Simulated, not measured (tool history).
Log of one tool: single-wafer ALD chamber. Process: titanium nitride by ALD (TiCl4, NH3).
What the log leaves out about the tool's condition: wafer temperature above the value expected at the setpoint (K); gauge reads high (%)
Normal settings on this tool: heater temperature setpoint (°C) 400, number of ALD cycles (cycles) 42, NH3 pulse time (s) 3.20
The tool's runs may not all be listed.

| run | day | heater temperature setpoint (°C) | number of ALD cycles (cycles) | NH3 pulse time (s) | wafers since the last listed run | hours since the last thermocouple change | hours since the showerhead was replaced | hours since the gauge calibration | read-back reference wafer on the same gauge, thickness_nm | mean film thickness on the monitor wafer (Å) |
|---|---|---|---|---|---|---|---|---|---|---|
| 1 | 0.000 | 400 | 42 | 3.20 | 0 | 291.0 | 4255.5 | 605.6 | 1.045 | 9.96 |
| 2 | 2.033 | 400 | 42 | 3.20 | 157 | 339.8 | 4304.3 | 654.4 | 1.046 | 9.98 |
| 3 | 3.654 | 400 | 42 | 3.20 | 125 | 378.7 | 4343.2 | 693.3 | 1.046 | 9.95 |
| 4 | 5.242 | 400 | 42 | 3.20 | 122 | 416.8 | 4381.3 | 731.4 | 1.047 | 10.00 |
| 5 | 7.029 | 400 | 42 | 3.20 | 138 | 459.7 | 4424.2 | 774.3 | 1.048 | 9.99 |
| 6 | 15.525 | 412 | 42 | 3.20 | 658 | 663.6 | 4628.1 | 978.2 | 1.049 | 10.05 |
| 7 | 16.758 | 400 | 48 | 3.20 | 95 | 693.2 | 4657.7 | 1007.8 | 1.050 | 11.43 |
| 8 | 20.438 | 400 | 48 | 3.20 | 284 | 781.5 | 4746.0 | 1096.1 | 1.050 | 11.49 |
| 9 | 21.967 | 400 | 48 | 3.20 | 118 | 818.2 | 4782.7 | 1132.8 | 1.050 | 11.49 |
|  | 23.817 | showerhead replaced |
| 10 | 24.525 | 404 | 44 | 3.20 | 172 | 879.6 | 17.0 | 1194.2 | 1.050 | 10.50 |
| 11 | 26.954 | 400 | 42 | 3.20 | 188 | 937.9 | 75.3 | 1252.5 | 1.050 | 10.05 |
| 12 | 28.521 | 400 | 46 | 3.20 | 121 | 975.5 | 112.9 | 1290.1 | 1.051 | 11.03 |
| 13 | 30.171 | 400 | 42 | 3.20 | 127 | 1015.1 | 152.5 | 1329.7 | 1.051 | 10.05 |
|  | 32.254 | gauge calibrated |
| 14 | 32.417 | 400 | 42 | 3.20 | 173 | 1069.0 | 206.4 | 3.9 | 1.024 | 9.82 |
|  | 33.533 | thermocouple changed; heater temperature recalibrated |
| 15 | 34.962 | 400 | 42 | 2.79 | 171 | 34.3 | 267.5 | 65.0 | 1.027 | 9.75 |
| 16 | 36.538 | 400 | 47 | 3.20 | 121 | 72.1 | 305.3 | 102.8 | 1.029 | 10.98 |
| 17 | 38.192 | 400 | 42 | 3.72 | 128 | 111.8 | 345.0 | 142.5 | 1.031 | 9.88 |
| 18 | 40.196 | 400 | 42 | 2.38 | 155 | 159.9 | 393.1 | 190.6 | 1.033 | 9.74 |
| 19 | 42.412 | 386 | 50 | 3.20 | 171 | 213.1 | 446.3 | 243.8 | 1.035 | 11.68 |
| 20 | 44.900 | 386 | 46 | 4.28 | 192 | 272.8 | 506.0 | 303.5 | 1.037 | 10.96 |
| 21 | 46.821 | 406 | 42 | 3.81 | 148 | 318.9 | 552.1 | 349.6 | 1.038 | 10.01 |
| 22 | 48.967 | 415 | 50 | 3.20 | 166 | 370.4 | 603.6 | 401.1 | 1.041 | 11.83 |

Entry by entry between the runs, the difference in hidden state between the last listed run before and the first listed run after:
After run 9, before run 10: showerhead replaced (day 23.817)
  gauge reads high (%): 2.76 -> 2.79
  measured less the result without the state, mean film thickness on the monitor wafer (Å): +0.30 -> +0.29
After run 13, before run 14: gauge calibrated (day 32.254)
  gauge reads high (%): 2.84 -> 0.171
  measured less the result without the state, mean film thickness on the monitor wafer (Å): +0.28 -> +0.02
After run 14, before run 15: thermocouple changed; heater temperature recalibrated (day 33.533)
  gauge reads high (%): 0.171 -> 0.524
  measured less the result without the state, mean film thickness on the monitor wafer (Å): +0.02 -> +0.05
